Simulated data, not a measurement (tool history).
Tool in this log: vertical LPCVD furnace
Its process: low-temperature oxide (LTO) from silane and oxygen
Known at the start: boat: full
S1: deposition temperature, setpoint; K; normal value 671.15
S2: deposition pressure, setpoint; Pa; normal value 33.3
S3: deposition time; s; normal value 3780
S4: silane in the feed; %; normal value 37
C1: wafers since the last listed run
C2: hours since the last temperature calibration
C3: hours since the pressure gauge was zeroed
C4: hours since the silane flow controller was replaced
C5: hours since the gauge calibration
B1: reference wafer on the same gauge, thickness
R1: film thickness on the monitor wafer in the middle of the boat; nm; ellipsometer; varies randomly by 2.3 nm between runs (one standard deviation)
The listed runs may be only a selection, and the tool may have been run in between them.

run,hour,S1,S2,S3,S4,C1,C2,C3,C4,C5,B1,R1
1,0,671.15,33.3,3780,37,0,1195.5,3184.7,27.7,599.8,508.11,541.97
2,16.7,671.15,33.3,3780,37,192,1212.2,3201.4,44.4,616.5,507.91,538.34
3,39.2,671.15,33.3,3780,37,259,1234.7,3223.9,66.9,639,508.27,539.3
4,57.7,671.15,33.3,3780,37,213,1253.2,3242.4,85.4,657.5,508.11,539.29
# hour 63.5: gauge calibrated
5,75.4,671.15,37.3,3780,37,204,1270.9,3260.1,103.1,11.9,507.18,603.77
6,94.7,671.15,37.3,3780,37,222,1290.2,3279.4,122.4,31.2,508.6,605.85
7,116.2,671.15,37.3,3780,37,248,1311.7,3300.9,143.9,52.7,507.87,607.3
8,180.4,671.15,33.3,3780,37,741,1375.9,3365.1,208.1,116.9,507.89,538.44
9,192.5,676.15,33.3,4170,37,139,1388,3377.2,220.2,129,507.81,628
10,209.1,681.15,28.7,2910,41,191,1404.6,3393.8,236.8,145.6,508,452.81
# hour 234.5: pressure gauge zeroed
11,235,676.15,26,3780,37,21,1430.5,0.5,262.7,171.5,508.39,443.06
12,240.5,671.15,33.3,3780,37,63,1436,6,268.2,177,507.18,539.72
13,260,671.15,30.7,4170,34,225,1455.5,25.5,287.7,196.5,507.99,487.18
# hour 284.4: thermocouples replaced and temperature profile calibrated
14,284.9,671.15,33.3,3780,37,10,0.5,50.4,312.6,221.4,508.08,517.11
15,290.5,671.15,41.3,3780,37,64,6.1,56,318.2,227,508.04,636.66
16,305.1,671.15,29.3,2460,37,168,20.7,70.6,332.8,241.6,507.8,297.27
17,370.3,662.15,40.7,3780,37,752,85.9,135.8,398,306.8,508.05,574.11
18,391.2,671.15,27.3,5130,37,241,106.8,156.7,418.9,327.7,508.38,575.98
19,411.9,671.15,38,4170,32,238,127.5,177.4,439.6,348.4,507.9,536.06
20,422.4,676.15,26,3780,37,121,138,187.9,450.1,358.9,508.68,432.96
21,437.9,680.15,33.3,3030,37,178,153.5,203.4,465.6,374.4,507.55,463.66
22,461,671.15,33.3,3780,44,266,176.6,226.5,488.7,397.5,508.51,643.35
23,479.9,671.15,26.7,3090,35,218,195.5,245.4,507.6,416.4,507.79,319.84
24,503.1,667.15,33.3,3780,37,267,218.7,268.6,530.8,439.6,508.21,501.11
25,514.6,665.15,38.7,3780,37,132,230.2,280.1,542.3,451.1,507.74,565.96
26,522.5,671.15,40.7,4560,37,91,238.1,288,550.2,459,508.56,773.59
27,531.3,675.15,36,3780,31,101,246.9,296.8,559,467.8,507.84,469.81
28,591.2,667.15,33.3,5250,37,691,306.8,356.7,618.9,527.7,508.03,703.24
29,607.3,671.15,33.3,3780,37,185,322.9,372.8,635,543.8,508.82,531.36
30,621.7,671.15,38,2910,34,166,337.3,387.2,649.4,558.2,507.76,417.35
31,635.5,671.15,39.3,3780,37,159,351.1,401,663.2,572,508.7,621.33
32,654.9,671.15,33.3,3150,37,223,370.5,420.4,682.6,591.4,507.63,441.6

Hidden state at the last listed run before each entry between runs and at the first one after, where it differs:
In the gap between runs 4 and 5: gauge calibrated (hour 63.5)
  true tube temperature minus thermocouple reading, K: 3.81 -> 3.82
  measured minus no-state result, R1: +22.71 -> +25.52 nm
In the gap between runs 10 and 11: pressure gauge zeroed (hour 234.5)
  true tube temperature minus thermocouple reading, K: 3.92 -> 3.94
  measured minus no-state result, R1: +18.31 -> +18.9 nm
In the gap between runs 13 and 14: thermocouples replaced and temperature profile calibrated (hour 284.4)
  true tube temperature minus thermocouple reading, K: 3.95 -> 0.322
  measured minus no-state result, R1: +21.74 -> +1.89 nm
